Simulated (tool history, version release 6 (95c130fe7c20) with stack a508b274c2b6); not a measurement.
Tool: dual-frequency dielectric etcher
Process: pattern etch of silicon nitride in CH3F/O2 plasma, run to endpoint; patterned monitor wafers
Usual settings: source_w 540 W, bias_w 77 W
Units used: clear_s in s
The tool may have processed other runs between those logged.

run	hour	source_w	bias_w	wafers since the last listed run	hours since the last wet clean	hours since the last source power generator calibration	hours since the last bias power generator calibration	hours since the last upper electrode change	incoming incoming film thickness, nm	clear_s
1	0.0	640	77	0	349.1	3470.6	4559.4	5158.9	102.8	86.4
2	11.2	640	77	71	360.3	3481.8	4570.6	5170.1	103.0	87.1
3	21.9	640	77	68	371.0	3492.5	4581.3	5180.8	102.5	86.5
4	36.2	540	77	91	385.3	3506.8	4595.6	5195.1	103.2	92.5
5	51.0	540	77	95	400.1	3521.6	4610.4	5209.9	103.9	92.7
6	69.0	540	77	115	418.1	3539.6	4628.4	5227.9	102.9	92.3
7	85.7	540	77	107	434.8	3556.3	4645.1	5244.6	102.8	92.1
8	99.9	540	77	91	449.0	3570.5	4659.3	5258.8	103.4	91.4
9	111.8	540	77	76	460.9	3582.4	4671.2	5270.7	103.6	92.6
# hour 144.4: upper electrode replaced
10	144.9	540	77	58	494.0	3615.5	4704.3	0.5	102.5	92.1
11	145.2	610	72	1	494.3	3615.8	4704.6	0.8	103.5	90.5
12	145.6	610	72	2	494.7	3616.2	4705.0	1.2	103.1	90.1
13	159.3	610	72	87	508.4	3629.9	4718.7	14.9	104.3	90.4
14	176.8	540	77	112	525.9	3647.4	4736.2	32.4	102.1	90.8
15	185.1	540	77	53	534.2	3655.7	4744.5	40.7	102.7	90.1
16	191.2	540	77	39	540.3	3661.8	4750.6	46.8	103.1	91.0
17	205.3	580	71	90	554.4	3675.9	4764.7	60.9	103.1	91.4
# hour 214.8: source power generator calibrated
18	215.3	580	71	38	564.4	0.5	4774.7	70.9	102.2	89.4
19	220.6	670	62	34	569.7	5.8	4780.0	76.2	103.2	91.1
20	232.7	610	71	77	581.8	17.9	4792.1	88.3	103.0	90.0
21	241.1	420	68	53	590.2	26.3	4800.5	96.7	104.0	105.4
22	257.2	430	77	103	606.3	42.4	4816.6	112.8	103.0	97.8
23	271.3	660	71	90	620.4	56.5	4830.7	126.9	103.7	87.9
# hour 277.7: bias power generator calibrated
24	278.2	540	77	18	627.3	63.4	0.5	133.8	103.0	89.9
25	291.8	430	68	87	640.9	77.0	14.1	147.4	102.6	102.7
26	305.2	430	87	86	654.3	90.4	27.5	160.8	103.1	94.5
# hour 337.8: wet clean of the chamber
27	338.3	590	67	58	0.5	123.5	60.6	193.9	103.3	97.1
28	338.7	440	90	2	0.9	123.9	61.0	194.3	102.7	97.1
29	344.8	540	77	39	7.0	130.0	67.1	200.4	102.9	95.8
30	353.2	410	87	53	15.4	138.4	75.5	208.8	102.1	101.2
31	366.6	650	62	86	28.8	151.8	88.9	222.2	104.2	97.3
32	375.8	590	63	59	38.0	161.0	98.1	231.4	103.1	99.1
33	385.2	610	59	60	47.4	170.4	107.5	240.8	102.4	99.0
34	397.5	540	70	78	59.7	182.7	119.8	253.1	103.1	98.2
35	412.9	610	59	98	75.1	198.1	135.2	268.5	104.0	100.9
36	424.3	540	77	73	86.5	209.5	146.6	279.9	102.4	93.5

Forecast each of these 3 alternatives for the next run:
A	424.8	540	62	3	87.0	210.0	147.1	280.4	103.8	?
B	424.8	540	65	3	87.0	210.0	147.1	280.4	103.8	?
C	424.8	600	83	3	87.0	210.0	147.1	280.4	103.8	?

run	clear_s
A	104.1
B	102.4
C	90.1
Stripped of hidden state, with their random variation kept, the same runs would have yielded:
run	clear_s
A	104.8
B	103.0
C	90.7

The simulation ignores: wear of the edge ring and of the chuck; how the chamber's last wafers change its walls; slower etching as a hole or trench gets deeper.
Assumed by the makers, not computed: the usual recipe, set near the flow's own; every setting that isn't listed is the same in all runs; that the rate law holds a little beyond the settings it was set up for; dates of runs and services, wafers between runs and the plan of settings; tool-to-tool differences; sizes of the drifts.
